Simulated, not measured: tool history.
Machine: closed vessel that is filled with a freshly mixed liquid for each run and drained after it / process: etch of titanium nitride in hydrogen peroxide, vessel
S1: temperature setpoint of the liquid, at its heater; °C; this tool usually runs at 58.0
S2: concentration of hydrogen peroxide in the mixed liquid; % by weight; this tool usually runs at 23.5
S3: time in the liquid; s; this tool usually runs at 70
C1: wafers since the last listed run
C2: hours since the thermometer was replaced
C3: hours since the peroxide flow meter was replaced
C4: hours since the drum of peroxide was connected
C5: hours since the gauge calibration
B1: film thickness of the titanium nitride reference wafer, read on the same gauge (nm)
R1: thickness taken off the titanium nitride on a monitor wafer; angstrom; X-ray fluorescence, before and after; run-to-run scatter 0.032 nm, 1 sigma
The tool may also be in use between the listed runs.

| run | hour | S1 | S2 | S3 | C1 | C2 | C3 | C4 | C5 | B1 | R1 |
|---|---|---|---|---|---|---|---|---|---|---|---|
| 1 | 0.0 | 58.0 | 23.5 | 70 | 0 | 692.9 | 325.7 | 849.0 | 423.0 | 89.99 | 48.3 |
| 2 | 52.7 | 58.0 | 23.5 | 70 | 7772 | 745.6 | 378.4 | 901.7 | 475.7 | 89.98 | 48.1 |
|  | 56.6 | peroxide flow meter replaced |
| 3 | 91.7 | 58.0 | 23.5 | 70 | 5604 | 784.6 | 35.1 | 940.7 | 514.7 | 90.00 | 47.6 |
| 4 | 129.8 | 58.0 | 23.5 | 70 | 5619 | 822.7 | 73.2 | 978.8 | 552.8 | 89.98 | 48.0 |
| 5 | 191.6 | 58.0 | 23.5 | 70 | 9115 | 884.5 | 135.0 | 1040.6 | 614.6 | 89.99 | 48.1 |
| 6 | 262.9 | 58.0 | 23.5 | 70 | 10516 | 955.8 | 206.3 | 1111.9 | 685.9 | 90.00 | 47.8 |
| 7 | 290.9 | 58.0 | 23.5 | 70 | 4129 | 983.8 | 234.3 | 1139.9 | 713.9 | 89.98 | 47.4 |
| 8 | 360.1 | 58.0 | 23.5 | 70 | 10206 | 1053.0 | 303.5 | 1209.1 | 783.1 | 90.00 | 47.0 |
| 9 | 421.8 | 58.0 | 21.5 | 70 | 9100 | 1114.7 | 365.2 | 1270.8 | 844.8 | 90.02 | 46.1 |
| 10 | 532.0 | 58.0 | 21.5 | 70 | 16253 | 1224.9 | 475.4 | 1381.0 | 955.0 | 89.98 | 45.8 |
|  | 561.7 | peroxide flow meter replaced |
|  | 561.8 | thermometer replaced |
| 11 | 567.5 | 58.0 | 21.5 | 70 | 5067 | 5.7 | 5.8 | 1416.5 | 990.5 | 90.00 | 48.5 |
| 12 | 595.7 | 66.0 | 23.5 | 70 | 4159 | 33.9 | 34.0 | 1444.7 | 1018.7 | 89.99 | 84.7 |
| 13 | 622.3 | 58.0 | 23.5 | 70 | 3923 | 60.5 | 60.6 | 1471.3 | 1045.3 | 90.00 | 49.9 |
| 14 | 691.4 | 50.5 | 23.5 | 35 | 10191 | 129.6 | 129.7 | 1540.4 | 1114.4 | 90.03 | 14.6 |
| 15 | 718.4 | 65.5 | 30.0 | 85 | 3982 | 156.6 | 156.7 | 1567.4 | 1141.4 | 90.01 | 104.5 |
|  | 780.3 | new drum of peroxide connected |
| 16 | 926.5 | 52.5 | 20.5 | 95 | 30545 | 364.7 | 364.8 | 146.2 | 1349.5 | 89.98 | 43.4 |
| 17 | 968.6 | 52.5 | 20.5 | 95 | 6209 | 406.8 | 406.9 | 188.3 | 1391.6 | 90.01 | 43.9 |
|  | 973.6 | gauge calibrated |
|  | 1013.1 | peroxide flow meter replaced |
| 18 | 1037.5 | 62.0 | 29.5 | 50 | 10014 | 475.7 | 24.4 | 257.2 | 63.9 | 90.00 | 47.6 |
| 19 | 1068.9 | 65.0 | 29.0 | 70 | 4631 | 507.1 | 55.8 | 288.6 | 95.3 | 90.02 | 81.4 |
| 20 | 1123.5 | 62.0 | 21.0 | 70 | 8053 | 561.7 | 110.4 | 343.2 | 149.9 | 90.00 | 61.5 |
| 21 | 1167.2 | 61.0 | 30.0 | 35 | 6445 | 605.4 | 154.1 | 386.9 | 193.6 | 90.00 | 30.9 |
| 22 | 1213.5 | 48.5 | 27.0 | 70 | 6828 | 651.7 | 200.4 | 433.2 | 239.9 | 90.01 | 25.6 |
| 23 | 1358.9 | 58.0 | 23.5 | 70 | 21445 | 797.1 | 345.8 | 578.6 | 385.3 | 90.02 | 48.0 |
| 24 | 1430.0 | 62.5 | 23.5 | 70 | 10486 | 868.2 | 416.9 | 649.7 | 456.4 | 90.01 | 64.5 |
| 25 | 1458.9 | 58.0 | 23.5 | 70 | 4262 | 897.1 | 445.8 | 678.6 | 485.3 | 90.01 | 47.9 |
|  | 1471.7 | peroxide flow meter replaced |
| 26 | 1495.6 | 58.0 | 21.0 | 85 | 5265 | 933.8 | 23.9 | 715.3 | 522.0 | 90.02 | 55.8 |
| 27 | 1529.2 | 58.0 | 23.5 | 70 | 4955 | 967.4 | 57.5 | 748.9 | 555.6 | 90.00 | 48.0 |
| 28 | 1593.6 | 50.0 | 17.0 | 70 | 9498 | 1031.8 | 121.9 | 813.3 | 620.0 | 90.00 | 25.3 |

Predict each of these 5 candidate next runs independently; none follows another, all start after run 28:
| A | 1594.3 | 58.0 | 23.5 | 70 | 103 | 1032.5 | 122.6 | 814.0 | 620.7 | ? | ? |
| B | 1594.3 | 55.0 | 29.5 | 50 | 103 | 1032.5 | 122.6 | 814.0 | 620.7 | ? | ? |
| C | 1594.3 | 58.0 | 19.0 | 70 | 103 | 1032.5 | 122.6 | 814.0 | 620.7 | ? | ? |
| D | 1594.3 | 53.0 | 25.5 | 55 | 103 | 1032.5 | 122.6 | 814.0 | 620.7 | ? | ? |
| E | 1594.3 | 65.0 | 27.5 | 85 | 103 | 1032.5 | 122.6 | 814.0 | 620.7 | ? | ? |

| run | B1 | R1 |
|---|---|---|
| A | 90.01 | 48.0 |
| B | 90.01 | 29.2 |
| C | 90.01 | 45.8 |
| D | 90.01 | 27.0 |
| E | 90.01 | 96.8 |
Take away the tool's hidden state, keep each run's random variation, and the runs would have read:
| run | R1 |
|---|---|
| A | 50.4 |
| B | 30.7 |
| C | 48.1 |
| D | 28.4 |
| E | 101.4 |
